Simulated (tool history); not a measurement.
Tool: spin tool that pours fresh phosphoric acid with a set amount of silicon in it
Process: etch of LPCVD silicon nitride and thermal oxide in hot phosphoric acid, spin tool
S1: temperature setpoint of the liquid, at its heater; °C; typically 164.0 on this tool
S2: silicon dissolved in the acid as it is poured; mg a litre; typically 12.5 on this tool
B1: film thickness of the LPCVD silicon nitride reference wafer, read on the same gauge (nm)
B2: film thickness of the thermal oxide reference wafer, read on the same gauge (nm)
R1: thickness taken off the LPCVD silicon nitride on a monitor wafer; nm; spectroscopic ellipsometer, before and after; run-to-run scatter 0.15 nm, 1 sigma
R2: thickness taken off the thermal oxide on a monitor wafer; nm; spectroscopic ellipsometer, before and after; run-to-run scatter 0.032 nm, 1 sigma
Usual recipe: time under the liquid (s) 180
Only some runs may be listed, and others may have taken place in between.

{"run": 1, "hour": 0.0, "S1": 163.0, "S2": 12.5, "time under the liquid (s)": 90, "B1": 109.99, "B2": 89.986, "R1": 10.03, "R2": 0.267}
{"run": 2, "hour": 25.6, "S1": 165.0, "S2": 12.5, "time under the liquid (s)": 135, "B1": 110.0, "B2": 89.998, "R1": 16.3, "R2": 0.408}
{"run": 3, "hour": 70.3, "S1": 162.5, "S2": 12.5, "time under the liquid (s)": 210, "B1": 109.98, "B2": 90.006, "R1": 23.26, "R2": 0.563}
{"run": 4, "hour": 94.9, "S1": 164.0, "S2": 12.5, "time under the liquid (s)": 205, "B1": 110.03, "B2": 90.002, "R1": 23.77, "R2": 0.603}
{"run": 5, "hour": 151.1, "S1": 164.0, "S2": 12.5, "time under the liquid (s)": 235, "B1": 109.98, "B2": 89.983, "R1": 27.49, "R2": 0.736}
{"hour": 167.6, "done": "dissolved silicon flow meter replaced"}
{"run": 6, "hour": 219.4, "S1": 166.5, "S2": 4.5, "time under the liquid (s)": 180, "B1": 110.0, "B2": 90.013, "R1": 22.88, "R2": 0.767}
{"run": 7, "hour": 290.5, "S1": 164.0, "S2": 12.5, "time under the liquid (s)": 110, "B1": 109.98, "B2": 90.013, "R1": 13.06, "R2": 0.342}
{"run": 8, "hour": 315.8, "S1": 166.0, "S2": 7.5, "time under the liquid (s)": 290, "B1": 109.98, "B2": 89.997, "R1": 36.54, "R2": 1.19}
{"run": 9, "hour": 374.1, "S1": 162.5, "S2": 18.5, "time under the liquid (s)": 105, "B1": 109.99, "B2": 90.011, "R1": 11.92, "R2": 0.278}
{"run": 10, "hour": 432.0, "S1": 162.0, "S2": 12.5, "time under the liquid (s)": 180, "B1": 110.01, "B2": 90.011, "R1": 19.91, "R2": 0.465}
{"run": 11, "hour": 461.8, "S1": 162.5, "S2": 4.0, "time under the liquid (s)": 210, "B1": 109.98, "B2": 90.012, "R1": 23.45, "R2": 0.725}
{"run": 12, "hour": 525.9, "S1": 164.0, "S2": 17.5, "time under the liquid (s)": 220, "B1": 110.02, "B2": 90.017, "R1": 25.83, "R2": 0.522}
{"hour": 538.9, "done": "gauge calibrated"}
{"run": 13, "hour": 556.5, "S1": 162.5, "S2": 12.5, "time under the liquid (s)": 210, "B1": 109.97, "B2": 90.037, "R1": 23.79, "R2": 0.587}
{"run": 14, "hour": 628.2, "S1": 164.0, "S2": 3.5, "time under the liquid (s)": 180, "B1": 110.02, "B2": 89.963, "R1": 21.45, "R2": 0.737}
{"run": 15, "hour": 665.9, "S1": 164.0, "S2": 12.5, "time under the liquid (s)": 180, "B1": 109.97, "B2": 90.004, "R1": 21.64, "R2": 0.609}
{"run": 16, "hour": 693.6, "S1": 164.0, "S2": 17.5, "time under the liquid (s)": 220, "B1": 110.0, "B2": 90.037, "R1": 26.09, "R2": 0.586}
{"run": 17, "hour": 728.8, "S1": 164.0, "S2": 22.0, "time under the liquid (s)": 180, "B1": 109.98, "B2": 90.011, "R1": 21.55, "R2": 0.484}
{"run": 18, "hour": 779.5, "S1": 164.0, "S2": 12.5, "time under the liquid (s)": 180, "B1": 109.99, "B2": 90.014, "R1": 21.38, "R2": 0.557}
{"run": 19, "hour": 805.4, "S1": 164.0, "S2": 12.5, "time under the liquid (s)": 180, "B1": 110.0, "B2": 89.987, "R1": 21.28, "R2": 0.553}
{"run": 20, "hour": 847.7, "S1": 165.0, "S2": 12.5, "time under the liquid (s)": 220, "B1": 110.0, "B2": 89.995, "R1": 27.27, "R2": 0.778}
{"run": 21, "hour": 885.7, "S1": 164.0, "S2": 22.0, "time under the liquid (s)": 180, "B1": 109.95, "B2": 90.008, "R1": 21.77, "R2": 0.497}
{"run": 22, "hour": 934.4, "S1": 165.0, "S2": 6.0, "time under the liquid (s)": 75, "B1": 109.96, "B2": 89.993, "R1": 9.32, "R2": 0.285}

What if the next run were any one of these 4? Each begins from the tool's condition after run 22:
{"run": "A", "hour": 934.9, "S1": 163.0, "S2": 12.5, "time under the liquid (s)": 180, "B1": "?", "B2": "?", "R1": "?", "R2": "?"}
{"run": "B", "hour": 934.9, "S1": 164.0, "S2": 12.5, "time under the liquid (s)": 95, "B1": "?", "B2": "?", "R1": "?", "R2": "?"}
{"run": "C", "hour": 934.9, "S1": 161.5, "S2": 17.5, "time under the liquid (s)": 110, "B1": "?", "B2": "?", "R1": "?", "R2": "?"}
{"run": "D", "hour": 934.9, "S1": 165.0, "S2": 3.5, "time under the liquid (s)": 180, "B1": "?", "B2": "?", "R1": "?", "R2": "?"}

run=A B1=109.99 B2=89.999 R1=20.99 R2=0.541
run=B B1=109.99 B2=89.999 R1=11.45 R2=0.307
run=C B1=109.99 B2=89.999 R1=12.21 R2=0.261
run=D B1=109.99 B2=89.999 R1=22.41 R2=0.757
Take away the tool's hidden state, keep each run's random variation, and the runs would have read:
run=A R1=20.07 R2=0.490
run=B R1=10.95 R2=0.278
run=C R1=11.67 R2=0.237
run=D R1=21.44 R2=0.687

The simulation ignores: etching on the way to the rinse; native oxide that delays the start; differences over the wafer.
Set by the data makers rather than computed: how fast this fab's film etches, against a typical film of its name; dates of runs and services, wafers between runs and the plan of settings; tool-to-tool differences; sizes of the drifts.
